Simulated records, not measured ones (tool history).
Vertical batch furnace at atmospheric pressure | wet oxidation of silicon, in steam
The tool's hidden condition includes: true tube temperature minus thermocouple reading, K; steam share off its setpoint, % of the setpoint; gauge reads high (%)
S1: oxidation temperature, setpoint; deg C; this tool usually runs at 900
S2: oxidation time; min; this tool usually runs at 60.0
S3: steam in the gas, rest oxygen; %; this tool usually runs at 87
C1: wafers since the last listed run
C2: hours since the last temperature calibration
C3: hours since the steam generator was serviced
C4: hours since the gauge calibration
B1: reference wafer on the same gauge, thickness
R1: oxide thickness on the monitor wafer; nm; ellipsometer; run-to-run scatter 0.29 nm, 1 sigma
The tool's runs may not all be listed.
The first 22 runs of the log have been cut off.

run   hour   S1    S2  S3    C1     C2     C3     C4      B1      R1
     605.1  -- gauge calibrated
 23  707.8  900  60.0  87  1080  223.6  401.5  102.7  133.09  132.71
 24  754.9  900  60.0  87   473  270.7  448.6  149.8  133.00  132.67
 25  773.3  876  48.0  79   185  289.1  467.0  168.2  132.97   67.40
 26  792.1  900  72.5  81   189  307.9  485.8  187.0  132.97  147.50
 27  805.8  907  60.0  97   137  321.6  499.5  200.7  133.00  160.95
 28  820.7  922  60.0  90   149  336.5  514.4  215.6  132.91  180.15
 29  832.8  900  37.5  87   121  348.6  526.5  227.7  133.06   85.86
 30  848.2  900  35.0  91   154  364.0  541.9  243.1  132.94   83.97
 31  866.3  900  82.0  87   182  382.1  560.0  261.2  133.13  174.66
 32  889.6  911  44.0  76   234  405.4  583.3  284.5  133.11  103.03

5 options for the next run, each taken on its own from the tool as it stands now. Forecast them:
  A  894.5  878  60.0  87  49  410.3  588.2  289.4   ?   ?
  B  894.5  900  45.0  87  49  410.3  588.2  289.4   ?   ?
  C  894.5  890  85.0  87  49  410.3  588.2  289.4   ?   ?
  D  894.5  876  76.5  91  49  410.3  588.2  289.4   ?   ?
  E  894.5  918  82.0  87  49  410.3  588.2  289.4   ?   ?

run      B1      R1
  A  133.10   94.64
  B  133.10  102.16
  C  133.10  157.01
  D  133.10  119.93
  E  133.10  218.59
Without the tool's unlogged condition, the same runs would have read:
run      R1
  A   95.68
  B  103.25
  C  158.65
  D  121.22
  E  220.73
